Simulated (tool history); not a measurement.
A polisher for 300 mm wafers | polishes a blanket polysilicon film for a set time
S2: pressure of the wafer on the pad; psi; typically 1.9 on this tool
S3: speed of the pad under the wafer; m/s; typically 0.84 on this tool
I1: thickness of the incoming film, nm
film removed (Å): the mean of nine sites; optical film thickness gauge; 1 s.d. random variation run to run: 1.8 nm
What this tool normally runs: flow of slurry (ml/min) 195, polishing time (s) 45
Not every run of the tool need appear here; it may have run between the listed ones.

Run 1, hour 0: usual settings but S2 1.5 psi, polishing time (s) 42; I1 1518.4. Result: film removed (Å) 1366.
Run 2, hour 32.7: usual settings but S2 1.5 psi, polishing time (s) 42; I1 1515. Result: film removed (Å) 1328.
Run 3, hour 95.1: usual settings but S2 2.1 psi, polishing time (s) 53; I1 1518.1. Result: film removed (Å) 2003.
Run 4, hour 157.9: usual settings but S2 2.1 psi, polishing time (s) 53; I1 1522.3. Result: film removed (Å) 1945.
At hour 185.3: head pressure recalibrated.
At hour 209.8: slurry nozzle cleaned.
Run 5, hour 227.4: usual settings; I1 1529.5. Result: film removed (Å) 1531.
At hour 348.3: worn pad replaced by a new one.
Run 6, hour 421: usual settings; I1 1547.2. Result: film removed (Å) 1606.
Run 7, hour 451.8: usual settings; I1 1571.9. Result: film removed (Å) 1585.
Run 8, hour 499: usual settings; I1 1536.7. Result: film removed (Å) 1556.
Run 9, hour 541.1: usual settings but flow of slurry (ml/min) 160, S3 1.06 m/s; I1 1537. Result: film removed (Å) 1873.
Run 10, hour 579.7: usual settings; I1 1511.1. Result: film removed (Å) 1536.
At hour 582: head pressure recalibrated.
Run 11, hour 635.4: usual settings; I1 1552.6. Result: film removed (Å) 1549.
At hour 674: slurry nozzle cleaned.
Run 12, hour 675.6: usual settings; I1 1564.3. Result: film removed (Å) 1479.
Run 13, hour 711.8: usual settings; I1 1549.1. Result: film removed (Å) 1506.
At hour 741: worn pad replaced by a new one.
Run 14, hour 776.3: usual settings but polishing time (s) 54; I1 1536.4. Result: film removed (Å) 2024.
Run 15, hour 814.5: usual settings but polishing time (s) 54; I1 1527.9. Result: film removed (Å) 1936.
Run 16, hour 860.1: usual settings; I1 1521.2. Result: film removed (Å) 1601.
Run 17, hour 922.1: usual settings but flow of slurry (ml/min) 140, S2 2.3 psi, S3 0.98 m/s, polishing time (s) 36; I1 1534.4. Result: film removed (Å) 1566.
Run 18, hour 956.4: usual settings; I1 1526.2. Result: film removed (Å) 1554.
Run 19, hour 996.7: usual settings but flow of slurry (ml/min) 240, S3 0.66 m/s; I1 1535. Result: film removed (Å) 1245.
At hour 1006.2: head pressure recalibrated.
Run 20, hour 1035.2: usual settings but S2 2.6 psi, polishing time (s) 35; I1 1513.8. Result: film removed (Å) 1490.
Run 21, hour 1070.1: usual settings but flow of slurry (ml/min) 265, S2 1.7 psi, S3 0.56 m/s, polishing time (s) 58; I1 1541.4. Result: film removed (Å) 1249.
Run 22, hour 1113.7: usual settings; I1 1524.3. Result: film removed (Å) 1510.
Run 23, hour 1152.7: usual settings but S3 1 m/s, polishing time (s) 51; I1 1562.9. Result: film removed (Å) 2023.
Run 24, hour 1180: usual settings but S2 1.3 psi; I1 1532.1. Result: film removed (Å) 1161.
At hour 1188.5: slurry nozzle cleaned.
At hour 1209.7: worn pad replaced by a new one.
Run 25, hour 1210.2: usual settings but S2 1.5 psi, S3 0.62 m/s; I1 1540.1. Result: film removed (Å) 1096.
Run 26, hour 1272.4: usual settings but S2 2.2 psi, polishing time (s) 34; I1 1539.9. Result: film removed (Å) 1390.
Run 27, hour 1312.8: usual settings but flow of slurry (ml/min) 140, S2 2.4 psi, S3 0.62 m/s, polishing time (s) 59; I1 1521.5. Result: film removed (Å) 1724.
Run 28, hour 1362.8: usual settings but flow of slurry (ml/min) 135, S2 2.2 psi, S3 0.68 m/s, polishing time (s) 32; I1 1542.1. Result: film removed (Å) 932.
At hour 1428.7: head pressure recalibrated.
Run 29, hour 1429.2: usual settings; I1 1537.5. Result: film removed (Å) 1533.
Run 30, hour 1478: usual settings but flow of slurry (ml/min) 255, S2 2.3 psi, S3 1.06 m/s, polishing time (s) 51; I1 1567.8. Result: film removed (Å) 2644.
Run 31, hour 1525.8: usual settings but flow of slurry (ml/min) 220, S3 1 m/s; I1 1544. Result: film removed (Å) 1894.
Run 32, hour 1580.9: usual settings but flow of slurry (ml/min) 240, S2 1.5 psi, S3 0.58 m/s, polishing time (s) 49; I1 1563. Result: film removed (Å) 1000.
Run 33, hour 1617.6: usual settings but S2 1.2 psi; I1 1564.7. Result: film removed (Å) 1155.
At hour 1648.7: worn pad replaced by a new one.
At hour 1709.2: slurry nozzle cleaned.
Run 34, hour 1806.2: usual settings but polishing time (s) 57; I1 1571.3. Result: film removed (Å) 2001.
At hour 1827.1: head pressure recalibrated.
Run 35, hour 1871.8: usual settings but S2 1.3 psi, S3 1.06 m/s; I1 1524.6. Result: film removed (Å) 1532.
Run 36, hour 1912: usual settings; I1 1539.9. Result: film removed (Å) 1535.

Subtracting, for every run, the result it would have given without the tool's unlogged condition from the measured result gives the following. The same run-to-run variation enters both numbers; the gauge's scatter may not:
Unlogged tool condition in this case: removal rate lost through wear of the pad, %; slurry flow missing at the pad, %; deviation of the head's pressure from its setpoint, %.
run  film removed (Å)
  1               -24
  2               -60
  3              -169
  4              -217
  5              -199
  6              -105
  7              -131
  8              -161
  9              -220
 10              -195
 11              -212
 12              -210
 13              -219
 14               -81
 15              -128
 16              -145
 17              -178
 18              -192
 19              -165
 20              -206
 21              -178
 22              -221
 23              -302
 24              -175
 25                -9
 26               -79
 27              -139
 28               -95
 29              -186
 30              -348
 31              -261
 32              -144
 33              -168
 34              -215
 35              -195
 36              -207
